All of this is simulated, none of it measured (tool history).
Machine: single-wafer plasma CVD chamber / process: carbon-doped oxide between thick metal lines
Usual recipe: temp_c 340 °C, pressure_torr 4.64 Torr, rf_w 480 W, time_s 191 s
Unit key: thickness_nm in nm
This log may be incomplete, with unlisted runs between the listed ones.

run    hour  temp_c  pressure_torr  rf_w  time_s  read-back reference wafer on the same gauge, thickness_nm  thickness_nm
  1       0     340           4.64   480     191                                                    819.386       972.352
  2   101.8     340           4.64   445     191                                                    818.451       912.359
      118.9  -- showerhead replaced
      132.3  -- capacitance manometer re-zeroed and calibrated
  3   284.5     340           4.64   445     191                                                    818.927       914.158
  4   380.9     340           4.64   480     191                                                    819.691       977.518
  5   464.5     340           4.64   480     191                                                    819.051       974.329
      527.9  -- gauge calibrated
  6   537.1     340           4.64   480     191                                                    818.605       983.658
  7     597     340           4.64   480     191                                                    818.347       983.761
  8   641.8     340           4.64   480     191                                                    817.872       984.735
  9   731.1     340           4.64   480     191                                                    818.073       984.498
      753.3  -- thermocouple changed; heater temperature recalibrated
 10   931.9     351           3.79   480     180                                                    818.469       853.401
 11   969.4     349           4.64   480     191                                                    819.359        941.35
     1004.3  -- RF generator calibrated
 12  1042.4     340           4.64   400     191                                                    819.782       830.894
 13  1142.3     340           4.64   480     191                                                    818.211       985.858
 14  1181.1     340           4.64   480     191                                                     819.02       991.668
 15  1287.7     340           4.64   480     191                                                    819.142       990.925
     1370.8  -- capacitance manometer re-zeroed and calibrated
 16  1390.9     333           5.48   440     216                                                    819.729      1090.572
 17  1488.6     340           4.64   450     213                                                    818.448      1046.611
 18    1579     340           4.64   480     191                                                    817.112       993.809
 19  1637.4     351           3.89   480     213                                                    819.348      1043.415
 20  1700.6     330           4.64   480     191                                                    818.106      1024.578
 21  1773.5     325           4.18   540     191                                                     819.75      1116.963
     1789.4  -- thermocouple changed; heater temperature recalibrated
 22  1863.5     340           4.64   540     191                                                    818.117      1077.706
 23  1919.9     340           4.64   480     191                                                    818.519       983.794
 24  2007.5     348           4.27   395     202                                                    819.275       829.181
 25    2082     340           4.64   480     191                                                    820.888        981.18
 26  2188.4     345           4.14   480     191                                                    819.928       954.138
 27  2243.5     349           5.01   395     191                                                     819.15       806.457
 28    2301     340           4.64   480     191                                                    818.952       984.914

Some steps in thickness_nm, run to run, broken into two amounts with sign: the step expected even without the hidden condition (settings, incoming material, random variation), and the rest, left for the hidden condition together with whatever gauge scatter is not in both the measured and the hidden-condition-free result:
The hidden state here: wafer temperature above the value expected at the setpoint (K); delivered RF power above the setpoint (%); true pressure above the setpoint (%); gauge reads high (%).
Run 11 -> 12: temp_c 349 -> 340, rf_w 480 -> 400, RF generator calibrated. thickness_nm -110.456 nm: hidden state +22.175, all else -132.631.
Run 12 -> 13: rf_w 400 -> 480. thickness_nm +154.964 nm: hidden state +1.381, all else +153.583.
Run 21 -> 22: temp_c 325 -> 340, pressure_torr 4.18 -> 4.64, thermocouple changed; heater temperature recalibrated. thickness_nm -39.257 nm: hidden state -18.644, all else -20.613.
Run 27 -> 28: temp_c 349 -> 340, pressure_torr 5.01 -> 4.64, rf_w 395 -> 480. thickness_nm +178.457 nm: hidden state +2.425, all else +176.032.

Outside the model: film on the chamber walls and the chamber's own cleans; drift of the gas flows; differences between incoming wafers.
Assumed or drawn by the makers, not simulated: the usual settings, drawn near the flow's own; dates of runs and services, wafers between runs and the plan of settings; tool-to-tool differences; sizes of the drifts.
